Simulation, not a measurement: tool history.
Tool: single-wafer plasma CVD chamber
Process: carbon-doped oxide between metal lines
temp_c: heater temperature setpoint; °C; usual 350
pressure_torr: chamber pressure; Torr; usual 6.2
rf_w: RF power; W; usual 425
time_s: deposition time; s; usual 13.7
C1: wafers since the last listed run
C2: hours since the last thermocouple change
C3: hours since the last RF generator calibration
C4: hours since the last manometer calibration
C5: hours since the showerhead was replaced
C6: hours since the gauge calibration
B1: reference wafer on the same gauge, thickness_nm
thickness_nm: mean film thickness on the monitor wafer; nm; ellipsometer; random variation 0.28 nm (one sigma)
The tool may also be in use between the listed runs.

run 1 hour=0 | temp_c=350 pressure_torr=5.69 rf_w=490 time_s=13.7 | C1=0 C2=1836.2 C3=2059.8 C4=1551.8 C5=3583.3 C6=211.9 | B1=67.932 | thickness_nm=66.908
run 2 hour=23.7 | temp_c=350 pressure_torr=5.69 rf_w=490 time_s=13.7 | C1=907 C2=1859.9 C3=2083.5 C4=1575.5 C5=3607 C6=235.6 | B1=67.814 | thickness_nm=66.543
run 3 hour=36.4 | temp_c=350 pressure_torr=5.69 rf_w=490 time_s=13.7 | C1=486 C2=1872.6 C3=2096.2 C4=1588.2 C5=3619.7 C6=248.3 | B1=67.842 | thickness_nm=66.513
run 4 hour=66.2 | temp_c=350 pressure_torr=6.2 rf_w=425 time_s=13.7 | C1=1141 C2=1902.4 C3=2126 C4=1618 C5=3649.5 C6=278.1 | B1=67.922 | thickness_nm=60.162
run 5 hour=92.9 | temp_c=350 pressure_torr=6.2 rf_w=425 time_s=13.7 | C1=1022 C2=1929.1 C3=2152.7 C4=1644.7 C5=3676.2 C6=304.8 | B1=68.021 | thickness_nm=59.958
run 6 hour=116 | temp_c=350 pressure_torr=6.2 rf_w=390 time_s=13.7 | C1=884 C2=1952.2 C3=2175.8 C4=1667.8 C5=3699.3 C6=327.9 | B1=67.803 | thickness_nm=55.338
-- hour=119.6 gauge calibrated
run 7 hour=144.2 | temp_c=350 pressure_torr=6.2 rf_w=390 time_s=13.7 | C1=1080 C2=1980.4 C3=2204 C4=1696 C5=3727.5 C6=24.6 | B1=67.978 | thickness_nm=55.351
-- hour=164.8 showerhead replaced
run 8 hour=168.6 | temp_c=350 pressure_torr=6.2 rf_w=425 time_s=13.7 | C1=628 C2=2004.8 C3=2228.4 C4=1720.4 C5=3.8 C6=49 | B1=68.032 | thickness_nm=59.843
run 9 hour=201.2 | temp_c=350 pressure_torr=6.2 rf_w=425 time_s=16.1 | C1=1248 C2=2037.4 C3=2261 C4=1753 C5=36.4 C6=81.6 | B1=67.909 | thickness_nm=69.711
-- hour=211.9 capacitance manometer re-zeroed and calibrated
run 10 hour=213.7 | temp_c=344 pressure_torr=5.51 rf_w=450 time_s=15.7 | C1=172 C2=2049.9 C3=2273.5 C4=1.8 C5=48.9 C6=94.1 | B1=67.861 | thickness_nm=72.489
-- hour=239.8 RF generator calibrated
-- hour=240 thermocouple changed; heater temperature recalibrated
run 11 hour=240.3 | temp_c=350 pressure_torr=6.2 rf_w=465 time_s=13.7 | C1=704 C2=0.3 C3=0.5 C4=28.4 C5=75.5 C6=120.7 | B1=67.924 | thickness_nm=64.514
run 12 hour=256.3 | temp_c=350 pressure_torr=7.26 rf_w=485 time_s=12.1 | C1=612 C2=16.3 C3=16.5 C4=44.4 C5=91.5 C6=136.7 | B1=67.901 | thickness_nm=59.371
run 13 hour=291.7 | temp_c=350 pressure_torr=6.2 rf_w=425 time_s=13.7 | C1=1355 C2=51.7 C3=51.9 C4=79.8 C5=126.9 C6=172.1 | B1=67.914 | thickness_nm=60.253
run 14 hour=304.2 | temp_c=337 pressure_torr=7.25 rf_w=490 time_s=16.4 | C1=478 C2=64.2 C3=64.4 C4=92.3 C5=139.4 C6=184.6 | B1=67.857 | thickness_nm=84.601

4 ways to go on from here, each from the tool as it stands after run 14. What would each give?
run A hour=304.6 | temp_c=350 pressure_torr=6.2 rf_w=425 time_s=13.7 | C1=15 C2=64.6 C3=64.8 C4=92.7 C5=139.8 C6=185 | B1=? | thickness_nm=?
run B hour=304.6 | temp_c=350 pressure_torr=6.2 rf_w=500 time_s=13.7 | C1=15 C2=64.6 C3=64.8 C4=92.7 C5=139.8 C6=185 | B1=? | thickness_nm=?
run C hour=304.6 | temp_c=350 pressure_torr=4.99 rf_w=425 time_s=13.7 | C1=15 C2=64.6 C3=64.8 C4=92.7 C5=139.8 C6=185 | B1=? | thickness_nm=?
run D hour=304.6 | temp_c=337 pressure_torr=6.2 rf_w=495 time_s=11.9 | C1=15 C2=64.6 C3=64.8 C4=92.7 C5=139.8 C6=185 | B1=? | thickness_nm=?

run=A B1=68.01 thickness_nm=59.806
run=B B1=68.01 thickness_nm=68.082
run=C B1=68.01 thickness_nm=58.207
run=D B1=68.01 thickness_nm=61.591
Without the tool's hidden state the same runs would have given:
run=A thickness_nm=59.806
run=B thickness_nm=68.082
run=C thickness_nm=58.207
run=D thickness_nm=61.591
